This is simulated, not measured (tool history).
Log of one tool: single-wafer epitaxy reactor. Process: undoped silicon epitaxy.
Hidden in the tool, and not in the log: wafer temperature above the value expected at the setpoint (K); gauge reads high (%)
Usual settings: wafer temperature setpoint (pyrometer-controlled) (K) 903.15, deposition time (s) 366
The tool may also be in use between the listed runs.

run    hour  wafer temperature setpoint (pyrometer-controlled) (K)  deposition time (s)  wafers since the last listed run  hours since the last pyrometer calibration  hours since the gauge calibration  read-back reference wafer on the same gauge, thickness_nm  mean film thickness on the monitor wafer (nm)
  1     0.0                                                 903.15                  384                                 0                                      1116.9                              739.2                                                     44.723                                         42.568
  2    43.3                                                 903.15                  366                               227                                      1160.2                              782.5                                                     44.668                                         40.398
  3   114.3                                                 903.15                  404                               373                                      1231.2                              853.5                                                     44.641                                         44.946
  4   163.8                                                 903.15                  404                               260                                      1280.7                              903.0                                                     44.720                                         44.508
  5   221.4                                                 903.15                  404                               303                                      1338.3                              960.6                                                     44.724                                         44.348
  6   252.6                                                 903.15                  366                               164                                      1369.5                              991.8                                                     44.767                                         40.093
  7   322.2                                                 903.15                  366                               366                                      1439.1                             1061.4                                                     44.760                                         40.126
  8   355.4                                                 903.15                  366                               174                                      1472.3                             1094.6                                                     44.704                                         40.114
  9   388.1                                                 910.15                  366                               172                                      1505.0                             1127.3                                                     44.738                                         47.016
 10   441.6                                                 903.15                  366                               281                                      1558.5                             1180.8                                                     44.700                                         40.209
 11   472.2                                                 903.15                  366                               161                                      1589.1                             1211.4                                                     44.717                                         39.975
 12   517.2                                                 903.15                  299                               236                                      1634.1                             1256.4                                                     44.691                                         32.810
 13   570.5                                                 916.15                  336                               280                                      1687.4                             1309.7                                                     44.680                                         49.886
      617.2  -- gauge calibrated
 14   621.9                                                 899.15                  426                               270                                      1738.8                                4.7                                                     44.738                                         42.600
      647.7  -- pyrometer calibrated
 15   656.0                                                 903.15                  366                               137                                         8.3                               38.8                                                     44.655                                         42.171
 16   683.0                                                 903.15                  366                               142                                        35.3                               65.8                                                     44.678                                         42.148
 17   727.4                                                 915.15                  396                               233                                        79.7                              110.2                                                     44.720                                         60.037
 18   760.0                                                 918.15                  330                               171                                       112.3                              142.8                                                     44.761                                         53.436
 19   799.5                                                 895.15                  395                               207                                       151.8                              182.3                                                     44.754                                         37.416
 20   833.6                                                 899.15                  388                               179                                       185.9                              216.4                                                     44.648                                         40.085
 21   878.3                                                 898.15                  304                               235                                       230.6                              261.1                                                     44.648                                         30.499
 22   902.6                                                 893.15                  302                               127                                       254.9                              285.4                                                     44.729                                         26.893
 23  1098.6                                                 903.15                  366                              1031                                       450.9                              481.4                                                     44.680                                         40.471

What the log doesn't show, run by run:
gauge reads high (%): 0 in every run
H1: wafer temperature above the value expected at the setpoint (K)
run       H1
  1    -2.02
  2    -2.06
  3     -2.1
  4    -2.13
  5    -2.17
  6    -2.18
  7    -2.22
  8    -2.23
  9    -2.24
 10    -2.26
 11    -2.28
 12    -2.29
 13    -2.31
 14    -2.32
 15  -0.0924
 16   -0.216
 17   -0.409
 18   -0.541
 19   -0.693
 20   -0.816
 21   -0.968
 22    -1.05
 23    -1.57
